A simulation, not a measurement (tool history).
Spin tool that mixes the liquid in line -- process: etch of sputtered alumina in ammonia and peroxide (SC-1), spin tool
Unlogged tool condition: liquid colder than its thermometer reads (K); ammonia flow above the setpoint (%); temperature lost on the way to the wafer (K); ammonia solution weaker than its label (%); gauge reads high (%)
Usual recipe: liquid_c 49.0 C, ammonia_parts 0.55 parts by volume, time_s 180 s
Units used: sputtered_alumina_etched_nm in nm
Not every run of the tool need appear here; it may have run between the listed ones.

| run | hour | liquid_c | ammonia_parts | time_s | wafers since the last listed run | hours since the thermometer was replaced | hours since the ammonia flow meter was replaced | hours since the heated supply line was repaired | hours since the drum of ammonia solution was connected | hours since the gauge calibration | read-back film thickness of the sputtered alumina reference wafer, read on the same gauge (nm) | sputtered_alumina_etched_nm |
|---|---|---|---|---|---|---|---|---|---|---|---|---|
| 1 | 0.0 | 49.0 | 0.55 | 155 | 0 | 876.6 | 979.8 | 3182.8 | 576.9 | 2674.9 | 70.02 | 6.46 |
| 2 | 57.5 | 49.0 | 0.55 | 180 | 439 | 934.1 | 1037.3 | 3240.3 | 634.4 | 2732.4 | 70.05 | 7.45 |
|  | 88.7 | thermometer replaced |
| 3 | 102.5 | 49.0 | 0.55 | 180 | 336 | 13.8 | 1082.3 | 3285.3 | 679.4 | 2777.4 | 70.01 | 7.79 |
| 4 | 140.3 | 49.0 | 0.55 | 180 | 289 | 51.6 | 1120.1 | 3323.1 | 717.2 | 2815.2 | 69.98 | 7.66 |
| 5 | 228.6 | 49.0 | 0.55 | 180 | 675 | 139.9 | 1208.4 | 3411.4 | 805.5 | 2903.5 | 69.96 | 7.63 |
|  | 252.0 | ammonia flow meter replaced |
| 6 | 327.3 | 56.5 | 0.80 | 115 | 747 | 238.6 | 75.3 | 3510.1 | 904.2 | 3002.2 | 70.03 | 7.61 |
| 7 | 421.9 | 42.0 | 0.65 | 180 | 723 | 333.2 | 169.9 | 3604.7 | 998.8 | 3096.8 | 70.04 | 5.18 |
| 8 | 505.8 | 39.0 | 0.35 | 255 | 641 | 417.1 | 253.8 | 3688.6 | 1082.7 | 3180.7 | 70.00 | 5.69 |
| 9 | 570.9 | 49.0 | 0.55 | 180 | 497 | 482.2 | 318.9 | 3753.7 | 1147.8 | 3245.8 | 70.02 | 7.46 |
|  | 669.2 | new drum of ammonia solution connected |
| 10 | 830.5 | 49.0 | 0.55 | 180 | 1978 | 741.8 | 578.5 | 4013.3 | 161.3 | 3505.4 | 69.98 | 7.42 |
|  | 898.3 | heated supply line repaired |
|  | 1011.4 | gauge calibrated |
| 11 | 1044.0 | 52.0 | 0.85 | 180 | 1625 | 955.3 | 792.0 | 145.7 | 374.8 | 32.6 | 70.00 | 9.57 |
| 12 | 1144.8 | 42.5 | 0.65 | 275 | 771 | 1056.1 | 892.8 | 246.5 | 475.6 | 133.4 | 69.96 | 8.39 |
| 13 | 1250.8 | 54.0 | 0.45 | 130 | 810 | 1162.1 | 998.8 | 352.5 | 581.6 | 239.4 | 69.99 | 7.15 |
| 14 | 1300.7 | 49.0 | 0.55 | 180 | 381 | 1212.0 | 1048.7 | 402.4 | 631.5 | 289.3 | 69.98 | 7.70 |
|  | 1306.7 | thermometer replaced |
| 15 | 1396.3 | 42.5 | 0.35 | 265 | 723 | 89.6 | 1144.3 | 498.0 | 727.1 | 384.9 | 70.01 | 7.90 |
| 16 | 1481.0 | 49.0 | 0.55 | 250 | 647 | 174.3 | 1229.0 | 582.7 | 811.8 | 469.6 | 70.05 | 11.16 |
| 17 | 1563.8 | 42.5 | 0.65 | 275 | 633 | 257.1 | 1311.8 | 665.5 | 894.6 | 552.4 | 70.01 | 8.57 |
|  | 1607.6 | ammonia flow meter replaced |
| 18 | 1633.9 | 49.0 | 0.55 | 180 | 528 | 327.2 | 26.3 | 735.6 | 964.7 | 622.5 | 70.00 | 7.94 |
| 19 | 1709.0 | 49.0 | 0.70 | 180 | 574 | 402.3 | 101.4 | 810.7 | 1039.8 | 697.6 | 70.03 | 8.10 |
| 20 | 1762.8 | 54.0 | 0.55 | 180 | 411 | 456.1 | 155.2 | 864.5 | 1093.6 | 751.4 | 69.94 | 10.39 |
|  | 1811.9 | new drum of ammonia solution connected |
| 21 | 1823.7 | 49.0 | 0.55 | 180 | 458 | 517.0 | 216.1 | 925.4 | 11.8 | 812.3 | 70.04 | 7.80 |
| 22 | 1926.6 | 39.5 | 0.30 | 80 | 787 | 619.9 | 319.0 | 1028.3 | 114.7 | 915.2 | 70.02 | 1.90 |
| 23 | 1980.4 | 55.5 | 0.55 | 90 | 411 | 673.7 | 372.8 | 1082.1 | 168.5 | 969.0 | 70.01 | 5.62 |
| 24 | 2047.0 | 49.0 | 0.55 | 125 | 509 | 740.3 | 439.4 | 1148.7 | 235.1 | 1035.6 | 69.97 | 5.37 |
| 25 | 2138.8 | 49.0 | 0.55 | 180 | 702 | 832.1 | 531.2 | 1240.5 | 326.9 | 1127.4 | 69.99 | 7.71 |

Hidden state or all else? Some run-to-run changes of sputtered_alumina_etched_nm, split into what the settings, what came in and random variation would give without the hidden state, and what is left for the hidden state (with any gauge scatter that isn't in both results):
Run 10 -> 11: liquid_c 49.0 -> 52.0, ammonia_parts 0.55 -> 0.85, heated supply line repaired, gauge calibrated. sputtered_alumina_etched_nm +2.15 nm: hidden state +0.36, all else +1.79.
Run 14 -> 15: liquid_c 49.0 -> 42.5, ammonia_parts 0.55 -> 0.35, time_s 180 -> 265, thermometer replaced. sputtered_alumina_etched_nm +0.20 nm: hidden state +0.34, all else -0.14.
Run 21 -> 22: liquid_c 49.0 -> 39.5, ammonia_parts 0.55 -> 0.30, time_s 180 -> 80. sputtered_alumina_etched_nm -5.90 nm: hidden state +0.25, all else -6.15.
Run 22 -> 23: liquid_c 39.5 -> 55.5, ammonia_parts 0.30 -> 0.55, time_s 80 -> 90. sputtered_alumina_etched_nm +3.72 nm: hidden state -0.19, all else +3.91.
